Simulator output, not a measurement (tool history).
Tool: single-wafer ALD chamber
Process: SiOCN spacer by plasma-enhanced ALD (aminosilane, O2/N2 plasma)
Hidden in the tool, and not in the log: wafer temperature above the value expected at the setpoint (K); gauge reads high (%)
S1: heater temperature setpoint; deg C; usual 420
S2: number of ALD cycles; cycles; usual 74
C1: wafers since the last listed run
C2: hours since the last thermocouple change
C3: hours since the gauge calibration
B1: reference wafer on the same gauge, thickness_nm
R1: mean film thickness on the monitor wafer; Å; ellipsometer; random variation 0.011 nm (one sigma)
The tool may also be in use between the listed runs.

Run 1, day 0.000: usual settings but S2 64 cycles; C1 0; C2 2327.9; C3 110.5; B1 3.580. Result: R1 36.54 Å.
Run 2, day 0.767: usual settings but S1 430 deg C; C1 91; C2 2346.3; C3 128.9; B1 3.580. Result: R1 40.87 Å.
Run 3, day 2.142: usual settings but S1 430 deg C; C1 164; C2 2379.3; C3 161.9; B1 3.584. Result: R1 40.79 Å.
Run 4, day 3.450: usual settings; C1 156; C2 2410.7; C3 193.3; B1 3.585. Result: R1 42.33 Å.
Run 5, day 6.829: usual settings; C1 404; C2 2491.8; C3 274.4; B1 3.593. Result: R1 42.47 Å.
Run 6, day 8.129: usual settings but S1 413 deg C; C1 155; C2 2523.0; C3 305.6; B1 3.594. Result: R1 43.39 Å.
Run 7, day 8.692: usual settings but S1 413 deg C; C1 67; C2 2536.5; C3 319.1; B1 3.592. Result: R1 43.59 Å.
Run 8, day 10.046: usual settings; C1 162; C2 2569.0; C3 351.6; B1 3.597. Result: R1 42.42 Å.
Run 9, day 11.367: usual settings; C1 158; C2 2600.7; C3 383.3; B1 3.605. Result: R1 42.86 Å.
Run 10, day 12.358: usual settings; C1 118; C2 2624.5; C3 407.1; B1 3.605. Result: R1 42.74 Å.
Run 11, day 13.217: usual settings but S1 431 deg C, S2 66 cycles; C1 102; C2 2645.1; C3 427.7; B1 3.609. Result: R1 36.78 Å.
Run 12, day 14.300: usual settings but S1 431 deg C, S2 66 cycles; C1 129; C2 2671.1; C3 453.7; B1 3.613. Result: R1 36.68 Å.
Run 13, day 15.158: usual settings; C1 102; C2 2691.7; C3 474.3; B1 3.614. Result: R1 42.83 Å.
Run 14, day 16.317: usual settings; C1 138; C2 2719.5; C3 502.1; B1 3.621. Result: R1 42.93 Å.
Run 15, day 17.150: usual settings but S2 70 cycles; C1 99; C2 2739.5; C3 522.1; B1 3.626. Result: R1 40.60 Å.
Run 16, day 18.162: usual settings but S2 70 cycles; C1 121; C2 2763.8; C3 546.4; B1 3.628. Result: R1 40.60 Å.
Run 17, day 19.121: usual settings but S2 70 cycles; C1 114; C2 2786.8; C3 569.4; B1 3.637. Result: R1 40.74 Å.
Run 18, day 20.525: usual settings; C1 168; C2 2820.5; C3 603.1; B1 3.637. Result: R1 43.04 Å.
At day 20.683: gauge calibrated.
Run 19, day 21.946: usual settings; C1 170; C2 2854.6; C3 30.3; B1 3.586. Result: R1 42.26 Å.
Run 20, day 22.929: usual settings; C1 117; C2 2878.2; C3 53.9; B1 3.588. Result: R1 42.23 Å.
Run 21, day 24.421: usual settings but S2 78 cycles; C1 178; C2 2914.0; C3 89.7; B1 3.585. Result: R1 44.78 Å.
At day 25.333: thermocouple changed; heater temperature recalibrated.
Run 22, day 25.354: usual settings but S1 432 deg C, S2 63 cycles; C1 71; C2 0.5; C3 112.1; B1 3.592. Result: R1 34.66 Å.
Run 23, day 26.454: usual settings but S1 416 deg C; C1 131; C2 26.9; C3 138.5; B1 3.592. Result: R1 42.89 Å.
Run 24, day 27.188: usual settings; C1 87; C2 44.5; C3 156.1; B1 3.594. Result: R1 42.52 Å.
Run 25, day 28.475: usual settings but S1 413 deg C, S2 78 cycles; C1 154; C2 75.4; C3 187.0; B1 3.590. Result: R1 45.70 Å.
Run 26, day 29.008: usual settings but S1 405 deg C, S2 88 cycles; C1 63; C2 88.2; C3 199.8; B1 3.595. Result: R1 53.25 Å.
Run 27, day 29.996: usual settings but S1 407 deg C; C1 118; C2 111.9; C3 223.5; B1 3.599. Result: R1 44.41 Å.
Run 28, day 31.454: usual settings but S2 86 cycles; C1 174; C2 146.9; C3 258.5; B1 3.599. Result: R1 49.60 Å.
Run 29, day 32.517: usual settings but S1 414 deg C; C1 127; C2 172.4; C3 284.0; B1 3.601. Result: R1 43.49 Å.
Run 30, day 33.796: usual settings but S1 434 deg C, S2 63 cycles; C1 153; C2 203.1; C3 314.7; B1 3.603. Result: R1 34.45 Å.
Run 31, day 34.683: usual settings but S1 434 deg C; C1 106; C2 224.4; C3 336.0; B1 3.610. Result: R1 40.63 Å.
Run 32, day 35.588: usual settings; C1 108; C2 246.1; C3 357.7; B1 3.610. Result: R1 42.54 Å.
Run 33, day 38.150: usual settings but S1 433 deg C, S2 63 cycles; C1 306; C2 307.6; C3 419.2; B1 3.617. Result: R1 34.66 Å.
Run 34, day 39.288: usual settings but S1 433 deg C, S2 83 cycles; C1 136; C2 334.9; C3 446.5; B1 3.620. Result: R1 45.77 Å.
Run 35, day 40.375: usual settings but S1 430 deg C, S2 66 cycles; C1 130; C2 361.0; C3 472.6; B1 3.626. Result: R1 36.90 Å.
Run 36, day 41.158: usual settings; C1 93; C2 379.8; C3 491.4; B1 3.628. Result: R1 42.92 Å.
Run 37, day 42.229: usual settings; C1 128; C2 405.5; C3 517.1; B1 3.635. Result: R1 42.88 Å.

3 ways to go on from here, each from the tool as it stands after run 37. What would each give?
Run A, day 42.250: usual settings but S2 61 cycles; C1 2; C2 406.0; C3 517.6; B1 ?. Result: R1 ?.
Run B, day 42.250: usual settings but S1 434 deg C, S2 81 cycles; C1 2; C2 406.0; C3 517.6; B1 ?. Result: R1 ?.
Run C, day 42.250: usual settings but S1 408 deg C, S2 86 cycles; C1 2; C2 406.0; C3 517.6; B1 ?. Result: R1 ?.

run     B1     R1
  A  3.634  35.34
  B  3.634  44.70
  C  3.634  51.85
Without the tool's hidden state the same runs would have given:
run     R1
  A  34.91
  B  44.16
  C  51.22
